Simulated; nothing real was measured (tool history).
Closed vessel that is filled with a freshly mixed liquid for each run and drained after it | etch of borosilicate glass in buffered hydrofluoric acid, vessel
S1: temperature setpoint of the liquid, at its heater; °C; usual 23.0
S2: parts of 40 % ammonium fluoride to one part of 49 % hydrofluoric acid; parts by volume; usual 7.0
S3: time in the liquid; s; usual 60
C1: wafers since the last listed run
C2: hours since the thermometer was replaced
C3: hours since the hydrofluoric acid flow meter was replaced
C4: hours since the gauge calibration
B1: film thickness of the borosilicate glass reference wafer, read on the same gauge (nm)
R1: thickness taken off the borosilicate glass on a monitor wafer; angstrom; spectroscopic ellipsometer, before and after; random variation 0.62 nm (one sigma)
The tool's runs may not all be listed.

| run | hour | S1 | S2 | S3 | C1 | C2 | C3 | C4 | B1 | R1 |
|---|---|---|---|---|---|---|---|---|---|---|
| 1 | 0.0 | 23.0 | 7.0 | 60 | 0 | 450.0 | 298.7 | 192.5 | 120.03 | 1039.3 |
| 2 | 67.8 | 23.0 | 7.0 | 60 | 10020 | 517.8 | 366.5 | 260.3 | 119.95 | 1040.8 |
| 3 | 91.9 | 23.0 | 7.0 | 60 | 3561 | 541.9 | 390.6 | 284.4 | 119.97 | 1038.3 |
| 4 | 145.1 | 23.0 | 7.0 | 60 | 7862 | 595.1 | 443.8 | 337.6 | 120.00 | 1053.1 |
| 5 | 202.3 | 23.0 | 7.0 | 70 | 8453 | 652.3 | 501.0 | 394.8 | 120.02 | 1235.5 |
| 6 | 262.9 | 23.0 | 7.0 | 60 | 8956 | 712.9 | 561.6 | 455.4 | 119.97 | 1061.6 |
|  | 281.2 | gauge calibrated |
| 7 | 318.9 | 23.0 | 7.0 | 60 | 8276 | 768.9 | 617.6 | 37.7 | 120.03 | 1072.3 |
| 8 | 350.8 | 23.0 | 7.0 | 60 | 4714 | 800.8 | 649.5 | 69.6 | 120.02 | 1074.5 |
| 9 | 383.5 | 27.5 | 8.0 | 45 | 4832 | 833.5 | 682.2 | 102.3 | 120.00 | 887.3 |
| 10 | 409.2 | 19.5 | 8.5 | 60 | 3798 | 859.2 | 707.9 | 128.0 | 120.05 | 731.1 |
| 11 | 474.9 | 23.0 | 7.0 | 60 | 9710 | 924.9 | 773.6 | 193.7 | 119.93 | 1096.2 |
| 12 | 544.1 | 23.0 | 7.0 | 60 | 10227 | 994.1 | 842.8 | 262.9 | 119.99 | 1091.6 |
|  | 608.9 | thermometer replaced |
|  | 646.6 | hydrofluoric acid flow meter replaced |
| 13 | 703.6 | 19.0 | 5.0 | 45 | 23278 | 94.7 | 57.0 | 422.4 | 120.04 | 799.3 |
|  | 736.0 | gauge calibrated |
| 14 | 784.7 | 25.5 | 9.5 | 60 | 11986 | 175.8 | 138.1 | 48.7 | 119.99 | 831.4 |
| 15 | 845.8 | 21.0 | 6.0 | 40 | 9030 | 236.9 | 199.2 | 109.8 | 119.98 | 683.0 |

3 ways to go on from here, each from the tool as it stands after run 15. What would each give?
| A | 846.5 | 19.0 | 7.0 | 60 | 103 | 237.6 | 199.9 | 110.5 | ? | ? |
| B | 846.5 | 20.5 | 5.0 | 60 | 103 | 237.6 | 199.9 | 110.5 | ? | ? |
| C | 846.5 | 26.0 | 5.5 | 80 | 103 | 237.6 | 199.9 | 110.5 | ? | ? |

| run | B1 | R1 |
|---|---|---|
| A | 119.99 | 817.0 |
| B | 119.99 | 1201.9 |
| C | 119.99 | 1964.9 |
Without the tool's hidden state the same runs would have given:
| run | R1 |
|---|---|
| A | 790.1 |
| B | 1160.2 |
| C | 1901.9 |
